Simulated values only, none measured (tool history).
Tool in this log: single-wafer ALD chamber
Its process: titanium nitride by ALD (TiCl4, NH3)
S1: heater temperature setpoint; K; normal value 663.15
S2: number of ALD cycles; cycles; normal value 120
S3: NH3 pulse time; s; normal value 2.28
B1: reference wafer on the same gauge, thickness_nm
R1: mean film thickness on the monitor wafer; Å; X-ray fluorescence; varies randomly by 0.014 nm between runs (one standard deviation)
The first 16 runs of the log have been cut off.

run    hour      S1   S2    S3     B1     R1
 17   939.7  657.15  120  2.28  2.334  24.37
 18   982.8  657.15  120  2.28  2.324  23.96
 19    1013  669.15  130  2.83  2.319  26.42
 20  1075.7  650.15  127  2.28  2.308  25.35
 21  1245.9  663.15  120  2.28   2.29  23.92
 22  1286.4  667.15  100  1.43  2.283  19.13
 23  1322.2  663.15  120  2.28  2.279   23.6
 24  1353.1  670.15  135   2.8  2.278  27.23
 25  1403.6  663.15  120  2.28  2.278  23.57
 26  1453.1  668.15   98  3.01  2.269  19.58
 27  1498.9  663.15  120  3.03  2.267  23.85
 28  1564.5  654.15  102  2.81  2.264  20.25
 29    1609  663.15  120  2.28  2.259  23.65
     1618.7  -- showerhead replaced
 30  1659.1  650.15  102  2.28  2.261  19.93
 31    1707  652.15  114  2.86  2.253   22.5
 32  1768.7  668.15  129  2.64  2.252  25.29
 33  1840.6  663.15  120  2.28  2.251  23.69
 34  1880.1  668.15  120  2.28  2.249  23.56
 35  1945.5  677.15  102  1.89  2.251  19.87
 36  1975.2  663.15  110  3.08  2.245   21.9
     2038.8  -- gauge calibrated
 37    2042  659.15  120  2.97  2.357  25.04
 38  2074.6  676.15  128  1.96  2.355  26.32
 39  2145.8  675.15  120  2.89  2.337  24.99

What if the next run were any one of these 5? Each begins from the tool's condition after run 39:
  A  2146.5  663.15  120  1.76   ?   ?
  B  2146.5  663.15  131  2.28   ?   ?
  C  2146.5  649.15  132  2.28   ?   ?
  D  2146.5  658.15   97  2.28   ?   ?
  E  2146.5  663.15  120  2.58   ?   ?

run     B1     R1
  A  2.338  24.17
  B  2.338  26.91
  C  2.338  26.83
  D  2.338  19.85
  E  2.338  24.84
Without the tool's hidden state the same runs would have given:
run     R1
  A  24.41
  B  27.18
  C  27.09
  D  20.05
  E  25.08
